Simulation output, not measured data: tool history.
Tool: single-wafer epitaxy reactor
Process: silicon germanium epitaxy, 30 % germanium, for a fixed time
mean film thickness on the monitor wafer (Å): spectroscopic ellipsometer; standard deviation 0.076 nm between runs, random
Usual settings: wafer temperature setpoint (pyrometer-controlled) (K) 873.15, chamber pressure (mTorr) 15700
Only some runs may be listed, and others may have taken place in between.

run	hour	wafer temperature setpoint (pyrometer-controlled) (K)	chamber pressure (mTorr)	read-back reference wafer on the same gauge, thickness_nm	mean film thickness on the monitor wafer (Å)
1	0.0	884.15	14300	45.801	636.44
2	13.3	873.15	15700	45.800	531.55
3	106.9	873.15	15700	45.832	536.20
4	121.1	873.15	17100	45.799	551.04
5	156.7	873.15	17100	45.766	553.70
# hour 181.6: capacitance manometer re-zeroed and calibrated
6	188.3	873.15	15700	45.799	523.70
# hour 208.5: showerhead replaced
# hour 215.4: pyrometer calibrated
7	215.9	880.15	14000	45.814	560.14
8	231.0	873.15	14500	45.802	494.26
# hour 250.0: gauge calibrated
9	259.1	863.15	13900	45.810	399.59
10	286.7	860.15	15700	45.781	392.75
11	318.0	873.15	15700	45.799	509.47
12	336.2	873.15	15700	45.770	508.80
13	369.6	879.15	18800	45.796	609.46
14	392.4	865.15	15700	45.778	434.94

Alternative continuations, all from the tool just after run 14; predict every row:
A	392.8	878.15	15700	?	?
B	392.8	882.15	18800	?	?
C	392.8	887.15	17800	?	?

run	read-back reference wafer on the same gauge, thickness_nm	mean film thickness on the monitor wafer (Å)
A	45.815	561.00
B	45.815	645.35
C	45.815	696.10
With no hidden state in the tool, these same runs would have given:
run	mean film thickness on the monitor wafer (Å)
A	561.82
B	646.28
C	697.09

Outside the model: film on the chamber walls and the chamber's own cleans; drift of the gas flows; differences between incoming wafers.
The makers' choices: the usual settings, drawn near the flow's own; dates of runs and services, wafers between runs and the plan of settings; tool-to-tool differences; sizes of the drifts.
